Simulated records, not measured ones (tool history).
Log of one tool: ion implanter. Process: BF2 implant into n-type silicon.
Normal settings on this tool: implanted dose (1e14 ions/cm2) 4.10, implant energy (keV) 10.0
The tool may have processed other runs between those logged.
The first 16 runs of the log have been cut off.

run    hour  implanted dose (1e14 ions/cm2)  implant energy (keV)  wafers since the last listed run  hours since the last dose calibration  hours since the extraction supply was calibrated  hours since the gauge calibration  read-back reference wafer on the same gauge, sheet resistance  sheet resistance of the implanted and annealed layer (ohm/square)
      423.0  -- gauge calibrated
 17   434.1                            4.10                  10.0                               500                                  121.1                                            3748.5                               11.1                                                         329.84                                                             340.22
 18   461.3                            5.10                  12.5                               528                                  148.3                                            3775.7                               38.3                                                         328.72                                                             280.94
 19   566.7                            4.10                  10.0                              2046                                  253.7                                            3881.1                              143.7                                                         328.79                                                             337.82
 20   586.0                            4.51                  11.0                               374                                  273.0                                            3900.4                              163.0                                                         329.97                                                             311.96
 21   617.2                            4.82                  13.0                               605                                  304.2                                            3931.6                              194.2                                                         328.67                                                             284.52
 22   641.5                            3.42                   6.5                               471                                  328.5                                            3955.9                              218.5                                                         328.87                                                             431.96
 23   654.4                            4.48                  11.5                               250                                  341.4                                            3968.8                              231.4                                                         328.77                                                             305.05
 24   682.8                            4.10                  10.0                               551                                  369.8                                            3997.2                              259.8                                                         329.23                                                             338.24
 25   709.0                            4.98                  12.0                               508                                  396.0                                            4023.4                              286.0                                                         328.65                                                             284.22
      743.6  -- extraction supply calibrated
 26   744.1                            4.84                  10.0                               526                                  431.1                                               0.5                              321.1                                                         328.99                                                             305.45
 27   755.5                            3.26                  12.0                               221                                  442.5                                              11.9                              332.5                                                         327.90                                                             372.27
 28   771.6                            4.56                  13.0                               312                                  458.6                                              28.0                              348.6                                                         329.26                                                             293.87
 29   798.9                            4.10                  10.0                               529                                  485.9                                              55.3                              375.9                                                         327.91                                                             335.14
 30   832.4                            4.96                   8.0                               650                                  519.4                                              88.8                              409.4                                                         330.15                                                             325.30
 31   849.4                            3.03                   8.0                               330                                  536.4                                             105.8                              426.4                                                         329.01                                                             435.95
 32   869.6                            4.10                  12.5                               392                                  556.6                                             126.0                              446.6                                                         327.92                                                             317.22
 33   885.5                            4.10                  10.0                               308                                  572.5                                             141.9                              462.5                                                         329.61                                                             333.92
 34   903.9                            3.26                  13.0                               357                                  590.9                                             160.3                              480.9                                                         329.06                                                             360.75
 35   937.6                            3.62                  12.5                               654                                  624.6                                             194.0                              514.6                                                         329.23                                                             337.29
 36   960.8                            4.56                  13.0                               450                                  647.8                                             217.2                              537.8                                                         329.28                                                             292.67
 37   979.2                            4.68                   8.5                               357                                  666.2                                             235.6                              556.2                                                         329.30                                                             324.35
 38  1001.1                            4.47                  13.5                               425                                  688.1                                             257.5                              578.1                                                         328.24                                                             291.49

Each row is a separate what-if for the run after 38, all from the same tool condition, not one after another. Results?
  A  1001.5                            4.10                  10.0                                 7                                  688.5                                             257.9                              578.5                                                              ?                                                                  ?
  B  1001.5                            3.45                  12.0                                 7                                  688.5                                             257.9                              578.5                                                              ?                                                                  ?
  C  1001.5                            3.48                  13.0                                 7                                  688.5                                             257.9                              578.5                                                              ?                                                                  ?

run  read-back reference wafer on the same gauge, sheet resistance  sheet resistance of the implanted and annealed layer (ohm/square)
  A                                                         329.53                                                             335.78
  B                                                         329.53                                                             356.98
  C                                                         329.53                                                             348.43
With no hidden state in the tool, these same runs would have given:
run  sheet resistance of the implanted and annealed layer (ohm/square)
  A                                                             345.03
  B                                                             368.20
  C                                                             359.55
